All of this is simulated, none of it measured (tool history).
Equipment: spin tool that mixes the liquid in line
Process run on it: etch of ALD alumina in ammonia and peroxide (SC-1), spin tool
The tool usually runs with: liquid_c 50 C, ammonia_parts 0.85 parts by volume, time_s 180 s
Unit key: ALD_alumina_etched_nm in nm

run     day  liquid_c  ammonia_parts  time_s  read-back film thickness of the ALD alumina reference wafer, read on the same gauge (nm)  ALD_alumina_etched_nm
  1       0        50           0.85     180                                                                                    120.01                   5.43
  2   1.142        50           0.85     180                                                                                       120                   5.32
  3   1.888        50           0.85     180                                                                                    119.97                   5.34
  4   3.112        50           0.85     180                                                                                    119.97                   5.32
  5   4.004        50            0.6     180                                                                                    119.98                   5.14
  6   4.871        50              1     180                                                                                       120                   5.46
  7   5.692        50              1     180                                                                                    120.01                    5.4
      6.112  -- new drum of ammonia solution connected
  8   6.317        50              1     180                                                                                    120.03                   5.44
  9   6.892        50           0.85     215                                                                                    120.04                   6.41
 10   7.396        50           0.85     215                                                                                    119.95                   6.43
 11   8.188      42.5           0.65     180                                                                                    119.99                   3.42
      9.167  -- thermometer replaced
      9.354  -- gauge calibrated
 12   9.583        53            1.2     140                                                                                    119.98                   5.13
 13  10.138      42.5           0.85     180                                                                                    120.01                    3.5
       10.3  -- heated supply line repaired
 14  10.883        50              1     180                                                                                    120.03                   5.43
 15  11.667      59.5           0.45     280                                                                                    120.04                  12.98
 16  12.396        56           0.85     280                                                                                       120                  11.45
     12.958  -- ammonia flow meter replaced
 17  13.733        50           0.85     120                                                                                    120.02                   3.53
 18  14.267        50              1     180                                                                                    120.03                   5.52

Run 19 has not been measured yet. What should we expect?
 19  15.442      59.5           0.85     180                                                                                         ?                      ?

read-back film thickness of the ALD alumina reference wafer, read on the same gauge (nm): 119.98
ALD_alumina_etched_nm: 8.88 nm
Were there no unlogged condition in the tool, this run, its random variation unchanged, would have produced ALD_alumina_etched_nm 8.88 nm.
